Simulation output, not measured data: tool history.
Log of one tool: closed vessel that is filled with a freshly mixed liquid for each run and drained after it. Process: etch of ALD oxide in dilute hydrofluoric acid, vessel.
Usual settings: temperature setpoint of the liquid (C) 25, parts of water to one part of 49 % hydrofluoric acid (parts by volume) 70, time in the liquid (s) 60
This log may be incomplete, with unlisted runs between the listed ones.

run,day,temperature setpoint of the liquid (C),parts of water to one part of 49 % hydrofluoric acid (parts by volume),time in the liquid (s),"read-back film thickness of the ALD oxide reference wafer, read on the same gauge (nm)",thickness taken off the ALD oxide on a monitor wafer (Å)
1,0.000,25,70,85,59.99,331.5
2,2.483,25,60,50,59.99,230.6
3,3.867,25,60,50,60.00,231.5
4,6.446,25,70,60,60.00,236.2
5,8.550,25,70,60,60.00,237.0
6,9.771,25,55,60,60.00,310.7
7,11.258,25,70,60,60.00,240.0
8,13.271,23,40,85,60.02,567.8
9,15.954,20,100,35,60.00,78.5

The next listed run, before its measurement:
# day 16.000: hydrofluoric acid flow meter replaced
10,18.133,25,35,60,?,?

read-back film thickness of the ALD oxide reference wafer, read on the same gauge (nm): 60.02
thickness taken off the ALD oxide on a monitor wafer (Å): 462.0
Minus the tool's unlogged condition, the same run would have read thickness taken off the ALD oxide on a monitor wafer (Å) 405.8.

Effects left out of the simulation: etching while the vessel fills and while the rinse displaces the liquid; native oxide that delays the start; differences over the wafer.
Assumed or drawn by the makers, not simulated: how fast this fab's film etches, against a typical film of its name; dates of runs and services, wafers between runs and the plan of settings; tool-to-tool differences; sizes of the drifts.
